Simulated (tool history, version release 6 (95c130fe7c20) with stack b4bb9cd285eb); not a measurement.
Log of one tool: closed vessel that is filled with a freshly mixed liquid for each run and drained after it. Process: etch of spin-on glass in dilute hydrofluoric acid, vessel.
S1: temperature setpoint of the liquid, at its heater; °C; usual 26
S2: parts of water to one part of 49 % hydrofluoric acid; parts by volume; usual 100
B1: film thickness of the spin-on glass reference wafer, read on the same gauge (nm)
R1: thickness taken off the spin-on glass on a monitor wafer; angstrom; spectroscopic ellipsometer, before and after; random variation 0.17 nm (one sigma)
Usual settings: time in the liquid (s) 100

{"run": 1, "day": 0.0, "S1": 26, "S2": 100, "time in the liquid (s)": 100, "B1": 29.95, "R1": 407}
{"run": 2, "day": 0.554, "S1": 26, "S2": 100, "time in the liquid (s)": 100, "B1": 29.99, "R1": 408.8}
{"run": 3, "day": 1.792, "S1": 26, "S2": 100, "time in the liquid (s)": 100, "B1": 29.98, "R1": 408.7}
{"run": 4, "day": 2.283, "S1": 23.5, "S2": 100, "time in the liquid (s)": 100, "B1": 30.04, "R1": 369.2}
{"run": 5, "day": 2.996, "S1": 29, "S2": 120, "time in the liquid (s)": 100, "B1": 29.97, "R1": 373.2}
{"run": 6, "day": 3.512, "S1": 26, "S2": 100, "time in the liquid (s)": 100, "B1": 30.01, "R1": 409}
{"run": 7, "day": 3.95, "S1": 26, "S2": 100, "time in the liquid (s)": 100, "B1": 30.02, "R1": 410.6}
{"run": 8, "day": 4.629, "S1": 26, "S2": 100, "time in the liquid (s)": 100, "B1": 29.99, "R1": 409.5}
{"run": 9, "day": 4.888, "S1": 22.5, "S2": 100, "time in the liquid (s)": 100, "B1": 30.04, "R1": 354.4}
{"run": 10, "day": 5.429, "S1": 22.5, "S2": 100, "time in the liquid (s)": 100, "B1": 30.03, "R1": 357.6}
{"run": 11, "day": 5.975, "S1": 22.5, "S2": 100, "time in the liquid (s)": 100, "B1": 29.97, "R1": 360.3}
{"run": 12, "day": 6.529, "S1": 26, "S2": 100, "time in the liquid (s)": 100, "B1": 30.01, "R1": 411.3}
{"run": 13, "day": 6.804, "S1": 26, "S2": 100, "time in the liquid (s)": 100, "B1": 29.98, "R1": 411}
{"run": 14, "day": 7.383, "S1": 26, "S2": 100, "time in the liquid (s)": 100, "B1": 29.99, "R1": 409.6}
{"run": 15, "day": 8.129, "S1": 26, "S2": 100, "time in the liquid (s)": 120, "B1": 30, "R1": 489.5}
{"run": 16, "day": 8.638, "S1": 26, "S2": 100, "time in the liquid (s)": 100, "B1": 29.98, "R1": 413.2}
{"run": 17, "day": 9.125, "S1": 22, "S2": 100, "time in the liquid (s)": 100, "B1": 30, "R1": 351.4}
{"run": 18, "day": 9.825, "S1": 26, "S2": 115, "time in the liquid (s)": 45, "B1": 30.01, "R1": 157.5}
{"day": 10.142, "done": "thermometer replaced"}
{"run": 19, "day": 10.317, "S1": 26, "S2": 100, "time in the liquid (s)": 100, "B1": 30.04, "R1": 412.9}
{"run": 20, "day": 10.692, "S1": 24.5, "S2": 50, "time in the liquid (s)": 140, "B1": 30.01, "R1": 1161.6}
{"run": 21, "day": 11.012, "S1": 26, "S2": 100, "time in the liquid (s)": 100, "B1": 30.03, "R1": 413.9}
{"run": 22, "day": 11.304, "S1": 27.5, "S2": 140, "time in the liquid (s)": 145, "B1": 30, "R1": 433.7}
{"run": 23, "day": 11.642, "S1": 21, "S2": 135, "time in the liquid (s)": 40, "B1": 29.95, "R1": 96.6}
{"day": 12.171, "done": "hydrofluoric acid flow meter replaced"}
{"day": 12.242, "done": "gauge calibrated"}
{"run": 24, "day": 12.296, "S1": 28, "S2": 50, "time in the liquid (s)": 100, "B1": 30.01, "R1": 832.9}
{"run": 25, "day": 12.908, "S1": 24, "S2": 70, "time in the liquid (s)": 100, "B1": 29.99, "R1": 496.3}
{"run": 26, "day": 13.638, "S1": 29, "S2": 80, "time in the liquid (s)": 100, "B1": 30.01, "R1": 524}
{"run": 27, "day": 14.225, "S1": 26, "S2": 100, "time in the liquid (s)": 160, "B1": 30.02, "R1": 580}
{"run": 28, "day": 14.496, "S1": 26, "S2": 140, "time in the liquid (s)": 100, "B1": 29.99, "R1": 245.9}
{"run": 29, "day": 14.95, "S1": 29.5, "S2": 60, "time in the liquid (s)": 140, "B1": 30.03, "R1": 1024.9}
{"run": 30, "day": 15.912, "S1": 26, "S2": 100, "time in the liquid (s)": 100, "B1": 30, "R1": 359.6}
{"run": 31, "day": 16.242, "S1": 26, "S2": 130, "time in the liquid (s)": 65, "B1": 30, "R1": 174.3}
{"run": 32, "day": 17.079, "S1": 26, "S2": 100, "time in the liquid (s)": 80, "B1": 30.06, "R1": 288.9}
{"run": 33, "day": 17.679, "S1": 28.5, "S2": 145, "time in the liquid (s)": 155, "B1": 29.99, "R1": 404}

3 ways to go on from here, each from the tool as it stands after run 33. What would each give?
{"run": "A", "day": 17.708, "S1": 26, "S2": 100, "time in the liquid (s)": 100, "B1": "?", "R1": "?"}
{"run": "B", "day": 17.708, "S1": 28.5, "S2": 75, "time in the liquid (s)": 100, "B1": "?", "R1": "?"}
{"run": "C", "day": 17.708, "S1": 28, "S2": 100, "time in the liquid (s)": 75, "B1": "?", "R1": "?"}

run=A B1=30.03 R1=362
run=B B1=30.03 R1=550.1
run=C B1=30.03 R1=293.3
Without the tool's hidden state the same runs would have given:
run=A R1=356.7
run=B R1=542.1
run=C R1=288.9
